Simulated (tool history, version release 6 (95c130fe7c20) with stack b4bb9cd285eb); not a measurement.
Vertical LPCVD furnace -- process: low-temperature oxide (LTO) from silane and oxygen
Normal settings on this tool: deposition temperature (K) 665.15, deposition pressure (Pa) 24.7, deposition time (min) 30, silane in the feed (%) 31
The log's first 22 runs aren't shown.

run	hour	deposition temperature (K)	deposition pressure (Pa)	deposition time (min)	silane in the feed (%)	wafers since the last listed run	hours since the last temperature calibration	hours since the pressure gauge was zeroed	hours since the silane flow controller was replaced	hours since the gauge calibration	read-back reference wafer on the same gauge, thickness	film thickness on the monitor wafer in the middle of the boat (Å)
# hour 1649.3: gauge calibrated
23	1715.8	665.15	24.7	30	31	2623	1272.5	194.6	5435	66.5	147.01	1309
# hour 1741.4: silane flow controller replaced
24	1994.1	665.15	24.7	19	31	6547	1550.8	472.9	252.7	344.8	146.99	820.8
25	2066.8	674.15	24.7	30	31	1871	1623.5	545.6	325.4	417.5	147.17	1442.8
26	2114.3	657.15	24.7	30	31	1222	1671	593.1	372.9	465	147.1	1180.9
27	2204.9	665.15	19.3	25.5	31	2332	1761.6	683.7	463.5	555.6	147.05	863
28	2299.6	665.15	24.7	30	31	2438	1856.3	778.4	558.2	650.3	147.01	1301.3
29	2402.3	665.15	24.7	30	31	2644	1959	881.1	660.9	753	147.02	1301.7
30	2449.5	660.15	24.7	35.5	31	1215	2006.2	928.3	708.1	800.2	147.09	1454.5
31	2531	662.15	24.7	30	31	2098	2087.7	1009.8	789.6	881.7	146.95	1258.7
32	2636.2	665.15	24.7	21.5	35	2708	2192.9	1115	894.8	986.9	146.84	1111.2

Each row is a separate what-if for the run after 32, all from the same tool condition, not one after another. Results?
A	2639.8	665.15	24.7	30	31	92	2196.5	1118.6	898.4	990.5	?	?
B	2639.8	665.15	24.7	26	31	92	2196.5	1118.6	898.4	990.5	?	?
C	2639.8	669.15	24.7	30	31	92	2196.5	1118.6	898.4	990.5	?	?

run	read-back reference wafer on the same gauge, thickness	film thickness on the monitor wafer in the middle of the boat (Å)
A	146.87	1299.1
B	146.87	1125.9
C	146.87	1363.5
Without the tool's unlogged condition, the same runs would have read:
run	film thickness on the monitor wafer in the middle of the boat (Å)
A	1299.1
B	1125.9
C	1363.5

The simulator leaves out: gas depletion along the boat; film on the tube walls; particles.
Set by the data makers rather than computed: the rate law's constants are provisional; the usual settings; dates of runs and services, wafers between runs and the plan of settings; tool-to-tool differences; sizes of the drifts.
